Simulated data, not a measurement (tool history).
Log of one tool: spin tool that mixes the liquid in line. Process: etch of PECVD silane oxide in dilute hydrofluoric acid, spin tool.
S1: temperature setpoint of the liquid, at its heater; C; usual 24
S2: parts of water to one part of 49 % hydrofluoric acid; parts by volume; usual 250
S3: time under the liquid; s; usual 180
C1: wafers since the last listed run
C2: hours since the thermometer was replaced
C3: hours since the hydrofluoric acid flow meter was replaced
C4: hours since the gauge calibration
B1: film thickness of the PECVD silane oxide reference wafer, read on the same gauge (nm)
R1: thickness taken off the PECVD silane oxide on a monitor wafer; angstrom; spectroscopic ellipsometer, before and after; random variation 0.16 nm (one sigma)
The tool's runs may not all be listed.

run 1 hour=0 | S1=24 S2=250 S3=180 | C1=0 C2=62.4 C3=270.1 C4=436.1 | B1=120 | R1=199.2
run 2 hour=69.9 | S1=24 S2=250 S3=180 | C1=352 C2=132.3 C3=340 C4=506 | B1=120.03 | R1=200.3
run 3 hour=113.9 | S1=26 S2=250 S3=180 | C1=221 C2=176.3 C3=384 C4=550 | B1=119.98 | R1=214.4
run 4 hour=183.2 | S1=26 S2=250 S3=180 | C1=349 C2=245.6 C3=453.3 C4=619.3 | B1=120.01 | R1=216.8
run 5 hour=208.5 | S1=20.5 S2=160 S3=180 | C1=127 C2=270.9 C3=478.6 C4=644.6 | B1=120.02 | R1=313
run 6 hour=276.8 | S1=20.5 S2=160 S3=180 | C1=344 C2=339.2 C3=546.9 C4=712.9 | B1=120.02 | R1=308.5
run 7 hour=312.7 | S1=20.5 S2=160 S3=180 | C1=181 C2=375.1 C3=582.8 C4=748.8 | B1=120 | R1=312.5
run 8 hour=376.9 | S1=22.5 S2=250 S3=235 | C1=323 C2=439.3 C3=647 C4=813 | B1=119.99 | R1=262.5
-- hour=438.9 gauge calibrated
run 9 hour=521.4 | S1=22.5 S2=250 S3=235 | C1=728 C2=583.8 C3=791.5 C4=82.5 | B1=120 | R1=269.1
run 10 hour=581 | S1=24 S2=250 S3=180 | C1=300 C2=643.4 C3=851.1 C4=142.1 | B1=119.98 | R1=218.7
run 11 hour=624.3 | S1=24 S2=250 S3=250 | C1=218 C2=686.7 C3=894.4 C4=185.4 | B1=120.04 | R1=303.5
run 12 hour=652 | S1=21 S2=370 S3=180 | C1=139 C2=714.4 C3=922.1 C4=213.1 | B1=120.02 | R1=117.3
run 13 hour=721 | S1=26 S2=250 S3=180 | C1=348 C2=783.4 C3=991.1 C4=282.1 | B1=120.01 | R1=241.1
-- hour=738.7 hydrofluoric acid flow meter replaced
run 14 hour=771.1 | S1=20 S2=250 S3=180 | C1=247 C2=833.5 C3=32.4 C4=332.2 | B1=120 | R1=182
-- hour=831.1 thermometer replaced
run 15 hour=835 | S1=24 S2=250 S3=180 | C1=317 C2=3.9 C3=96.3 C4=396.1 | B1=120.02 | R1=192.4
run 16 hour=862.3 | S1=26 S2=250 S3=275 | C1=137 C2=31.2 C3=123.6 C4=423.4 | B1=119.99 | R1=314.5
run 17 hour=922.4 | S1=19.5 S2=125 S3=135 | C1=303 C2=91.3 C3=183.7 C4=483.5 | B1=120 | R1=275.7
run 18 hour=985.5 | S1=24 S2=200 S3=180 | C1=318 C2=154.4 C3=246.8 C4=546.6 | B1=120 | R1=260
run 19 hour=1018.1 | S1=22.5 S2=250 S3=180 | C1=164 C2=187 C3=279.4 C4=579.2 | B1=119.98 | R1=186.6
run 20 hour=1084.2 | S1=29 S2=300 S3=180 | C1=333 C2=253.1 C3=345.5 C4=645.3 | B1=119.99 | R1=191.3

The same runs without the tool's hidden state, with the same run-to-run variation:
The hidden state here: liquid hotter than its thermometer reads (K); hydrofluoric acid flow above the setpoint (%); gauge reads high (%).
run=1 R1=189.9
run=2 R1=188.8
run=3 R1=200.7
run=4 R1=200.8
run=5 R1=288.4
run=6 R1=281.1
run=7 R1=282.9
run=8 R1=235.4
run=9 R1=235.8
run=10 R1=190
run=11 R1=262
run=12 R1=100.7
run=13 R1=205.2
run=14 R1=164.1
run=15 R1=189.6
run=16 R1=308.5
run=17 R1=268
run=18 R1=250
run=19 R1=178.5
run=20 R1=181.2
